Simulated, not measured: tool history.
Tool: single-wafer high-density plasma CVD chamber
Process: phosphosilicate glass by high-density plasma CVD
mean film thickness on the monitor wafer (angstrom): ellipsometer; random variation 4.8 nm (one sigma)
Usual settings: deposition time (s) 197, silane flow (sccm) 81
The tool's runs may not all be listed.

run	day	deposition time (s)	silane flow (sccm)	read-back reference wafer on the same gauge, thickness_nm	mean film thickness on the monitor wafer (angstrom)
1	0.000	197	81	2052.592	17354.29
2	7.075	167	86	2051.035	15503.72
3	10.100	167	86	2051.466	15462.03
4	14.288	167	86	2050.954	15424.64
5	17.212	173	81	2048.537	14965.09
6	19.096	197	81	2051.051	17015.02
7	22.562	197	81	2053.839	16942.63
8	24.450	197	81	2051.093	16820.66
9	27.112	197	88	2053.407	18272.54
# day 28.571: silane flow controller replaced
# day 29.550: gauge calibrated
10	31.367	197	88	2051.706	19288.46
11	34.875	163	65	2046.986	11775.16
12	37.225	197	81	2051.680	17685.89
13	40.246	197	81	2048.930	17678.44
14	43.929	173	66	2053.183	12639.08
15	47.792	212	89	2049.523	20908.57
16	50.479	228	92	2051.895	23176.25
17	52.608	167	86	2050.832	15882.36
18	56.554	226	81	2050.652	20166.39
19	59.371	197	81	2050.472	17531.91
20	60.979	185	92	2048.509	18763.30
21	63.533	186	90	2052.238	18362.63

Forecast each of these 4 alternatives for the next run:
A	63.554	197	81	?	?
B	63.554	207	88	?	?
C	63.554	228	71	?	?
D	63.554	227	68	?	?

run	read-back reference wafer on the same gauge, thickness_nm	mean film thickness on the monitor wafer (angstrom)
A	2051.395	17571.78
B	2051.395	20059.38
C	2051.395	17826.15
D	2051.395	16998.05
Without the tool's hidden state the same runs would have given:
run	mean film thickness on the monitor wafer (angstrom)
A	17917.94
B	20454.55
C	18177.33
D	17332.92
